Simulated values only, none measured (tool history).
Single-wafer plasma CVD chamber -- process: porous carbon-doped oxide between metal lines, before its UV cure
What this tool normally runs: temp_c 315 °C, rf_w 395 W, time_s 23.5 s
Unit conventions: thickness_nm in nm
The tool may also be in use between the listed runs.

run,hour,temp_c,rf_w,time_s,wafers since the last listed run,hours since the last thermocouple change,hours since the last RF generator calibration,hours since the showerhead was replaced,hours since the gauge calibration,"read-back reference wafer on the same gauge, thickness_nm",thickness_nm
1,0,315,395,23.5,0,949.5,1329.8,3748.3,489.5,104.014,109.306
2,55.4,315,395,23.5,1556,1004.9,1385.2,3803.7,544.9,103.939,108.955
3,150.1,315,395,23.5,2660,1099.6,1479.9,3898.4,639.6,103.973,108.88
4,196,315,395,23.5,1289,1145.5,1525.8,3944.3,685.5,104.004,108.587
5,230.2,315,395,23.5,960,1179.7,1560,3978.5,719.7,104.134,108.921
6,274.2,315,395,23.5,1235,1223.7,1604,4022.5,763.7,104.007,108.837
7,305.2,315,395,26.7,870,1254.7,1635,4053.5,794.7,104.154,122.547
8,355.6,310,395,23.5,1415,1305.1,1685.4,4103.9,845.1,103.844,110.962
9,387.2,315,435,22.5,887,1336.7,1717,4135.5,876.7,104.045,111.974
10,453.8,315,435,22.5,1870,1403.3,1783.6,4202.1,943.3,103.987,111.814
11,505.2,315,435,22.5,1443,1454.7,1835,4253.5,994.7,103.943,111.728
12,607.5,315,395,23.5,2873,1557,1937.3,4355.8,1097,103.941,108.438
13,637.8,315,395,22.3,851,1587.3,1967.6,4386.1,1127.3,103.865,102.447
# hour 703.9: thermocouple changed; heater temperature recalibrated
14,704.4,315,395,23.5,1646,0.5,2034.2,4452.7,1193.9,103.872,111.746
15,764.3,315,395,23.5,1682,60.4,2094.1,4512.6,1253.8,103.954,111.297
# hour 790.9: RF generator calibrated
16,809.9,315,395,23.5,1056,106,19,4558.2,1299.4,104.021,110.461
17,880.6,315,395,23.5,1985,176.7,89.7,4628.9,1370.1,104.042,110.954
18,910.1,315,395,23.5,828,206.2,119.2,4658.4,1399.6,103.951,110.673
19,934.6,315,395,25.9,688,230.7,143.7,4682.9,1424.1,103.965,120.895
20,999.1,300,430,25.8,1811,295.2,208.2,4747.4,1488.6,104.017,137.949
21,1063.3,315,395,22,1803,359.4,272.4,4811.6,1552.8,104.076,103.332
# hour 1092.6: showerhead replaced, of another model than before
# hour 1173.8: gauge calibrated
22,1194.6,327,325,27.5,3463,490.7,403.7,102,20.8,104.004,111.553
23,1254.1,304,395,27.5,1671,550.2,463.2,161.5,80.3,104.08,135.03
24,1291.8,329,475,20.3,1058,587.9,500.9,199.2,118,104.083,98.126
25,1355.9,325,395,23.5,1800,652,565,263.3,182.1,104.018,105.75
26,1392,325,330,25.7,1014,688.1,601.1,299.4,218.2,104.021,105.727
27,1450.7,326,395,23.5,1648,746.8,659.8,358.1,276.9,104.085,104.07
28,1604.4,315,395,19.2,4317,900.5,813.5,511.8,430.6,103.93,89.66
29,1672.2,323,395,26.2,1904,968.3,881.3,579.6,498.4,103.89,117.337
30,1704.5,307,340,21.3,907,1000.6,913.6,611.9,530.7,103.999,96.193
31,1761.7,315,395,23.5,1606,1057.8,970.8,669.1,587.9,103.892,108.97

Alternative continuations, all from the tool just after run 31; predict every row:
A,1762.1,315,395,23.5,11,1058.2,971.2,669.5,588.3,?,?
B,1762.1,303,395,26.4,11,1058.2,971.2,669.5,588.3,?,?
C,1762.1,315,340,21.9,11,1058.2,971.2,669.5,588.3,?,?
D,1762.1,306,365,26.2,11,1058.2,971.2,669.5,588.3,?,?

run,"read-back reference wafer on the same gauge, thickness_nm",thickness_nm
A,103.931,108.764
B,103.931,128.665
C,103.931,94.756
D,103.931,121.345
With no hidden state in the tool, these same runs would have given:
run,thickness_nm
A,110.858
B,131.305
C,96.58
D,123.798
